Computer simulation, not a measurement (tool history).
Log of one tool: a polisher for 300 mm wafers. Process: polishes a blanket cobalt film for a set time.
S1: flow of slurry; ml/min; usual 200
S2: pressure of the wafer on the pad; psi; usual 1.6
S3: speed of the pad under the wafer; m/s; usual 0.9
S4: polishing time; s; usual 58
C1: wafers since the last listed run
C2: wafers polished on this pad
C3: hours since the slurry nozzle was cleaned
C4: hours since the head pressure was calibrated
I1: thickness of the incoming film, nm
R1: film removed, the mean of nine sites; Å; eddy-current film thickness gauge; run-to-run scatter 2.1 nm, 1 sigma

{"run": 1, "hour": 0.0, "S1": 200, "S2": 1.6, "S3": 0.9, "S4": 58, "C1": 0, "C2": 355, "C3": 36.4, "C4": 1098.5, "I1": 1145.8, "R1": 2270}
{"run": 2, "hour": 17.4, "S1": 200, "S2": 1.6, "S3": 0.9, "S4": 58, "C1": 227, "C2": 583, "C3": 53.8, "C4": 1115.9, "I1": 1174.2, "R1": 2229}
{"run": 3, "hour": 31.5, "S1": 200, "S2": 1.6, "S3": 0.9, "S4": 58, "C1": 184, "C2": 767, "C3": 67.9, "C4": 1130, "I1": 1161.9, "R1": 2270}
{"run": 4, "hour": 44.6, "S1": 200, "S2": 1.6, "S3": 0.9, "S4": 58, "C1": 171, "C2": 939, "C3": 81, "C4": 1143.1, "I1": 1168.5, "R1": 2263}
{"run": 5, "hour": 52.5, "S1": 200, "S2": 1.6, "S3": 0.9, "S4": 58, "C1": 103, "C2": 1042, "C3": 88.9, "C4": 1151, "I1": 1163.3, "R1": 2230}
{"hour": 65.8, "done": "worn pad replaced by a new one"}
{"run": 6, "hour": 66.3, "S1": 200, "S2": 1.6, "S3": 0.9, "S4": 58, "C1": 128, "C2": 6, "C3": 102.7, "C4": 1164.8, "I1": 1188.3, "R1": 2421}
{"run": 7, "hour": 116.6, "S1": 200, "S2": 1.6, "S3": 0.9, "S4": 58, "C1": 658, "C2": 664, "C3": 153, "C4": 1215.1, "I1": 1165.7, "R1": 2238}
{"run": 8, "hour": 126.3, "S1": 200, "S2": 1.6, "S3": 0.9, "S4": 58, "C1": 126, "C2": 791, "C3": 162.7, "C4": 1224.8, "I1": 1169.7, "R1": 2237}
{"run": 9, "hour": 135.2, "S1": 200, "S2": 1.6, "S3": 0.9, "S4": 58, "C1": 116, "C2": 908, "C3": 171.6, "C4": 1233.7, "I1": 1187.8, "R1": 2217}
{"run": 10, "hour": 152.9, "S1": 200, "S2": 1.6, "S3": 0.9, "S4": 50, "C1": 231, "C2": 1139, "C3": 189.3, "C4": 1251.4, "I1": 1185.4, "R1": 1900}
{"hour": 170.9, "done": "worn pad replaced by a new one"}
{"run": 11, "hour": 171.4, "S1": 200, "S2": 1.6, "S3": 0.9, "S4": 50, "C1": 189, "C2": 5, "C3": 207.8, "C4": 1269.9, "I1": 1154.9, "R1": 2012}
{"run": 12, "hour": 178.9, "S1": 200, "S2": 1.6, "S3": 0.9, "S4": 50, "C1": 98, "C2": 104, "C3": 215.3, "C4": 1277.4, "I1": 1166.6, "R1": 2033}
{"run": 13, "hour": 190.7, "S1": 200, "S2": 1.6, "S3": 0.9, "S4": 58, "C1": 154, "C2": 258, "C3": 227.1, "C4": 1289.2, "I1": 1161.1, "R1": 2299}
{"run": 14, "hour": 201.0, "S1": 200, "S2": 1.6, "S3": 0.9, "S4": 58, "C1": 134, "C2": 393, "C3": 237.4, "C4": 1299.5, "I1": 1151.3, "R1": 2244}
{"run": 15, "hour": 209.6, "S1": 200, "S2": 1.6, "S3": 0.9, "S4": 58, "C1": 112, "C2": 505, "C3": 246, "C4": 1308.1, "I1": 1191.1, "R1": 2230}
{"run": 16, "hour": 219.3, "S1": 200, "S2": 2, "S3": 0.9, "S4": 58, "C1": 126, "C2": 632, "C3": 255.7, "C4": 1317.8, "I1": 1185.9, "R1": 2827}
{"run": 17, "hour": 225.6, "S1": 200, "S2": 2, "S3": 0.9, "S4": 58, "C1": 82, "C2": 715, "C3": 262, "C4": 1324.1, "I1": 1172.8, "R1": 2797}
{"run": 18, "hour": 237.5, "S1": 200, "S2": 2, "S3": 0.9, "S4": 58, "C1": 155, "C2": 870, "C3": 273.9, "C4": 1336, "I1": 1187.1, "R1": 2767}
{"run": 19, "hour": 253.5, "S1": 245, "S2": 1.6, "S3": 0.9, "S4": 49, "C1": 209, "C2": 1080, "C3": 289.9, "C4": 1352, "I1": 1165, "R1": 1893}
{"hour": 265.8, "done": "slurry nozzle cleaned"}
{"run": 20, "hour": 266.3, "S1": 200, "S2": 1.2, "S3": 0.9, "S4": 58, "C1": 154, "C2": 1234, "C3": 0.5, "C4": 1364.8, "I1": 1167.5, "R1": 1626}
{"hour": 275.6, "done": "worn pad replaced by a new one"}
{"run": 21, "hour": 276.1, "S1": 200, "S2": 1.3, "S3": 0.9, "S4": 66, "C1": 75, "C2": 6, "C3": 10.3, "C4": 1374.6, "I1": 1161.8, "R1": 2186}
{"run": 22, "hour": 287.3, "S1": 145, "S2": 1.6, "S3": 1.18, "S4": 58, "C1": 146, "C2": 153, "C3": 21.5, "C4": 1385.8, "I1": 1180.2, "R1": 2763}
{"run": 23, "hour": 293.3, "S1": 140, "S2": 1.6, "S3": 1.2, "S4": 58, "C1": 78, "C2": 231, "C3": 27.5, "C4": 1391.8, "I1": 1170.1, "R1": 2716}
{"run": 24, "hour": 303.4, "S1": 200, "S2": 1.6, "S3": 0.9, "S4": 58, "C1": 132, "C2": 363, "C3": 37.6, "C4": 1401.9, "I1": 1173.6, "R1": 2223}
{"hour": 315.5, "done": "head pressure recalibrated"}
{"run": 25, "hour": 320.1, "S1": 200, "S2": 1.6, "S3": 0.9, "S4": 58, "C1": 192, "C2": 556, "C3": 54.3, "C4": 4.6, "I1": 1158, "R1": 2270}
{"run": 26, "hour": 335.2, "S1": 230, "S2": 1.6, "S3": 0.9, "S4": 58, "C1": 197, "C2": 753, "C3": 69.4, "C4": 19.7, "I1": 1158.4, "R1": 2239}
{"run": 27, "hour": 350.7, "S1": 200, "S2": 1.6, "S3": 0.9, "S4": 63, "C1": 202, "C2": 956, "C3": 84.9, "C4": 35.2, "I1": 1184, "R1": 2380}
{"run": 28, "hour": 364.4, "S1": 200, "S2": 1.6, "S3": 0.9, "S4": 58, "C1": 179, "C2": 1136, "C3": 98.6, "C4": 48.9, "I1": 1163, "R1": 2172}
{"hour": 382.9, "done": "worn pad replaced by a new one"}
{"run": 29, "hour": 383.4, "S1": 200, "S2": 1.6, "S3": 0.9, "S4": 58, "C1": 196, "C2": 6, "C3": 117.6, "C4": 67.9, "I1": 1177.3, "R1": 2385}
{"run": 30, "hour": 398.8, "S1": 200, "S2": 1.9, "S3": 0.9, "S4": 58, "C1": 201, "C2": 208, "C3": 133, "C4": 83.3, "I1": 1194.3, "R1": 2769}
{"run": 31, "hour": 422.3, "S1": 250, "S2": 1.6, "S3": 0.9, "S4": 52, "C1": 307, "C2": 515, "C3": 156.5, "C4": 106.8, "I1": 1173.5, "R1": 2073}
{"run": 32, "hour": 435.2, "S1": 200, "S2": 1.6, "S3": 0.9, "S4": 45, "C1": 168, "C2": 684, "C3": 169.4, "C4": 119.7, "I1": 1152.4, "R1": 1746}
{"run": 33, "hour": 446.9, "S1": 130, "S2": 1.6, "S3": 0.8, "S4": 58, "C1": 153, "C2": 837, "C3": 181.1, "C4": 131.4, "I1": 1170.3, "R1": 1992}
{"run": 34, "hour": 464.0, "S1": 200, "S2": 1.6, "S3": 0.9, "S4": 58, "C1": 223, "C2": 1061, "C3": 198.2, "C4": 148.5, "I1": 1170.6, "R1": 2204}
{"run": 35, "hour": 477.8, "S1": 150, "S2": 1.2, "S3": 0.9, "S4": 58, "C1": 180, "C2": 1242, "C3": 212, "C4": 162.3, "I1": 1151.7, "R1": 1599}
{"hour": 487.6, "done": "worn pad replaced by a new one"}
{"run": 36, "hour": 488.1, "S1": 200, "S2": 1.4, "S3": 0.9, "S4": 48, "C1": 82, "C2": 6, "C3": 222.3, "C4": 172.6, "I1": 1171.3, "R1": 1744}
{"run": 37, "hour": 497.5, "S1": 200, "S2": 1.6, "S3": 0.9, "S4": 58, "C1": 123, "C2": 129, "C3": 231.7, "C4": 182, "I1": 1162.1, "R1": 2335}
{"run": 38, "hour": 511.3, "S1": 200, "S2": 1.6, "S3": 0.9, "S4": 71, "C1": 180, "C2": 309, "C3": 245.5, "C4": 195.8, "I1": 1176.3, "R1": 2809}

Below are 3 alternative next runs, each starting from the tool's condition after run 38. Predict each:
{"run": "A", "hour": 511.7, "S1": 200, "S2": 1.6, "S3": 0.9, "S4": 51, "C1": 5, "C2": 315, "C3": 245.9, "C4": 196.2, "I1": 1186.3, "R1": "?"}
{"run": "B", "hour": 511.7, "S1": 200, "S2": 1.6, "S3": 0.76, "S4": 42, "C1": 5, "C2": 315, "C3": 245.9, "C4": 196.2, "I1": 1186.3, "R1": "?"}
{"run": "C", "hour": 511.7, "S1": 200, "S2": 1.6, "S3": 0.64, "S4": 58, "C1": 5, "C2": 315, "C3": 245.9, "C4": 196.2, "I1": 1186.3, "R1": "?"}

run=A R1=2014
run=B R1=1486
run=C R1=1847
The same runs, with their run-to-run variation unchanged, on a tool lacking any hidden condition would have given:
run=A R1=2111
run=B R1=1557
run=C R1=1936
